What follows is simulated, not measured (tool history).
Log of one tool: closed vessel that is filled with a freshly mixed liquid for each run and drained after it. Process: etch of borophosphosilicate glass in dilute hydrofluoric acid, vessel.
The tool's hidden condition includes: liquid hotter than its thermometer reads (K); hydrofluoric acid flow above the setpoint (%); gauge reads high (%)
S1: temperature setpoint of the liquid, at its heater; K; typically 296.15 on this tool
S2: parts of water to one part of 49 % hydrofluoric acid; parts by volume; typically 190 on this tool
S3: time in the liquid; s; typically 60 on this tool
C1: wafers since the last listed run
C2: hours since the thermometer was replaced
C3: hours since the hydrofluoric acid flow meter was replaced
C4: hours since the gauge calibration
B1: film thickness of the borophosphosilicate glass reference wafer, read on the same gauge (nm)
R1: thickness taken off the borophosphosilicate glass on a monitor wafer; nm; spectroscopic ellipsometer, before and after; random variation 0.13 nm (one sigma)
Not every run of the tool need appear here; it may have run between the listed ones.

{"run": 1, "day": 0.0, "S1": 296.15, "S2": 190, "S3": 60, "C1": 0, "C2": 634.1, "C3": 787.1, "C4": 704.0, "B1": 40.01, "R1": 14.43}
{"run": 2, "day": 2.175, "S1": 296.15, "S2": 190, "S3": 60, "C1": 7186, "C2": 686.3, "C3": 839.3, "C4": 756.2, "B1": 40.01, "R1": 14.61}
{"day": 4.338, "done": "hydrofluoric acid flow meter replaced"}
{"run": 3, "day": 5.029, "S1": 296.15, "S2": 215, "S3": 60, "C1": 9293, "C2": 754.8, "C3": 16.6, "C4": 824.7, "B1": 40.01, "R1": 11.41}
{"run": 4, "day": 6.925, "S1": 296.15, "S2": 215, "S3": 60, "C1": 6264, "C2": 800.3, "C3": 62.1, "C4": 870.2, "B1": 40.0, "R1": 11.75}
{"run": 5, "day": 9.304, "S1": 296.15, "S2": 190, "S3": 60, "C1": 7861, "C2": 857.4, "C3": 119.2, "C4": 927.3, "B1": 39.99, "R1": 13.63}
{"run": 6, "day": 13.958, "S1": 296.15, "S2": 190, "S3": 60, "C1": 15378, "C2": 969.1, "C3": 230.9, "C4": 1039.0, "B1": 40.0, "R1": 13.73}
{"run": 7, "day": 16.796, "S1": 296.15, "S2": 190, "S3": 60, "C1": 9375, "C2": 1037.2, "C3": 299.0, "C4": 1107.1, "B1": 40.0, "R1": 14.12}
{"day": 17.696, "done": "thermometer replaced"}
{"run": 8, "day": 18.771, "S1": 297.15, "S2": 190, "S3": 60, "C1": 6388, "C2": 25.8, "C3": 346.4, "C4": 1154.5, "B1": 40.02, "R1": 13.81}
{"run": 9, "day": 20.583, "S1": 296.15, "S2": 190, "S3": 60, "C1": 5989, "C2": 69.3, "C3": 389.9, "C4": 1198.0, "B1": 40.0, "R1": 13.38}
{"run": 10, "day": 23.404, "S1": 296.15, "S2": 190, "S3": 60, "C1": 9320, "C2": 137.0, "C3": 457.6, "C4": 1265.7, "B1": 39.98, "R1": 13.65}
{"run": 11, "day": 26.3, "S1": 296.15, "S2": 190, "S3": 60, "C1": 9568, "C2": 206.5, "C3": 527.1, "C4": 1335.2, "B1": 39.98, "R1": 13.91}
{"run": 12, "day": 28.583, "S1": 295.15, "S2": 190, "S3": 60, "C1": 7544, "C2": 261.3, "C3": 581.9, "C4": 1390.0, "B1": 39.99, "R1": 13.31}
{"run": 13, "day": 31.275, "S1": 296.15, "S2": 190, "S3": 60, "C1": 8894, "C2": 325.9, "C3": 646.5, "C4": 1454.6, "B1": 39.99, "R1": 13.95}
{"run": 14, "day": 32.279, "S1": 296.15, "S2": 190, "S3": 60, "C1": 3318, "C2": 350.0, "C3": 670.6, "C4": 1478.7, "B1": 40.01, "R1": 14.11}
{"run": 15, "day": 34.508, "S1": 296.15, "S2": 190, "S3": 60, "C1": 7365, "C2": 403.5, "C3": 724.1, "C4": 1532.2, "B1": 40.02, "R1": 14.41}
{"run": 16, "day": 36.783, "S1": 296.15, "S2": 190, "S3": 60, "C1": 7517, "C2": 458.1, "C3": 778.7, "C4": 1586.8, "B1": 39.99, "R1": 14.29}
{"run": 17, "day": 39.404, "S1": 297.65, "S2": 190, "S3": 35, "C1": 8659, "C2": 521.0, "C3": 841.6, "C4": 1649.7, "B1": 39.99, "R1": 9.0}
{"run": 18, "day": 41.625, "S1": 296.15, "S2": 190, "S3": 60, "C1": 7338, "C2": 574.3, "C3": 894.9, "C4": 1703.0, "B1": 39.98, "R1": 14.45}
{"run": 19, "day": 44.617, "S1": 299.65, "S2": 140, "S3": 60, "C1": 9885, "C2": 646.1, "C3": 966.7, "C4": 1774.8, "B1": 39.99, "R1": 24.48}
{"run": 20, "day": 47.058, "S1": 297.65, "S2": 125, "S3": 40, "C1": 8067, "C2": 704.7, "C3": 1025.3, "C4": 1833.4, "B1": 39.98, "R1": 17.29}
{"day": 47.842, "done": "hydrofluoric acid flow meter replaced"}
{"run": 21, "day": 49.45, "S1": 296.15, "S2": 215, "S3": 60, "C1": 7765, "C2": 762.1, "C3": 38.6, "C4": 1890.8, "B1": 40.0, "R1": 11.5}
{"run": 22, "day": 51.983, "S1": 297.65, "S2": 115, "S3": 90, "C1": 8370, "C2": 822.9, "C3": 99.4, "C4": 1951.6, "B1": 39.98, "R1": 38.95}
{"day": 52.238, "done": "gauge calibrated"}
{"run": 23, "day": 53.896, "S1": 297.65, "S2": 190, "S3": 35, "C1": 6319, "C2": 868.8, "C3": 145.3, "C4": 39.8, "B1": 40.02, "R1": 8.49}
{"run": 24, "day": 55.629, "S1": 296.15, "S2": 190, "S3": 60, "C1": 5727, "C2": 910.4, "C3": 186.9, "C4": 81.4, "B1": 39.99, "R1": 13.91}
{"day": 56.842, "done": "thermometer replaced"}
{"run": 25, "day": 57.262, "S1": 296.15, "S2": 190, "S3": 60, "C1": 5259, "C2": 10.1, "C3": 226.1, "C4": 120.6, "B1": 39.98, "R1": 12.84}
{"run": 26, "day": 59.062, "S1": 296.15, "S2": 230, "S3": 30, "C1": 5947, "C2": 53.3, "C3": 269.3, "C4": 163.8, "B1": 40.01, "R1": 5.29}
{"run": 27, "day": 61.85, "S1": 293.65, "S2": 190, "S3": 60, "C1": 9210, "C2": 120.2, "C3": 336.2, "C4": 230.7, "B1": 39.99, "R1": 12.18}
{"run": 28, "day": 66.496, "S1": 294.15, "S2": 265, "S3": 90, "C1": 15351, "C2": 231.7, "C3": 447.7, "C4": 342.2, "B1": 40.01, "R1": 12.56}
{"run": 29, "day": 68.275, "S1": 296.15, "S2": 190, "S3": 60, "C1": 5878, "C2": 274.4, "C3": 490.4, "C4": 384.9, "B1": 40.01, "R1": 13.83}
{"run": 30, "day": 70.8, "S1": 296.15, "S2": 190, "S3": 30, "C1": 8343, "C2": 335.0, "C3": 551.0, "C4": 445.5, "B1": 40.01, "R1": 6.84}
{"run": 31, "day": 72.075, "S1": 296.15, "S2": 190, "S3": 60, "C1": 4212, "C2": 365.6, "C3": 581.6, "C4": 476.1, "B1": 40.01, "R1": 13.99}
{"run": 32, "day": 74.45, "S1": 292.65, "S2": 130, "S3": 70, "C1": 7847, "C2": 422.6, "C3": 638.6, "C4": 533.1, "B1": 40.01, "R1": 22.44}
{"run": 33, "day": 76.312, "S1": 300.15, "S2": 125, "S3": 75, "C1": 6154, "C2": 467.3, "C3": 683.3, "C4": 577.8, "B1": 39.99, "R1": 33.62}

How would selected steps in R1 from run to run divide? Give the signed amount a tool lacking its hidden state would still show from settings, what came in and random variation, and the signed amount left for the hidden state, including any gauge scatter that is not in both of the compared results.
Run 20 -> 21: S1 297.65 -> 296.15, S2 125 -> 215, S3 40 -> 60, hydrofluoric acid flow meter replaced. R1 -5.79 nm: hidden state -1.92, all else -3.87.
Run 21 -> 22: S1 296.15 -> 297.65, S2 215 -> 115, S3 60 -> 90. R1 +27.45 nm: hidden state +1.96, all else +25.49.
Run 22 -> 23: S2 115 -> 190, S3 90 -> 35, gauge calibrated. R1 -30.46 nm: hidden state -1.98, all else -28.48.
Run 32 -> 33: S1 292.65 -> 300.15, S2 130 -> 125, S3 70 -> 75. R1 +11.18 nm: hidden state +1.27, all else +9.91.
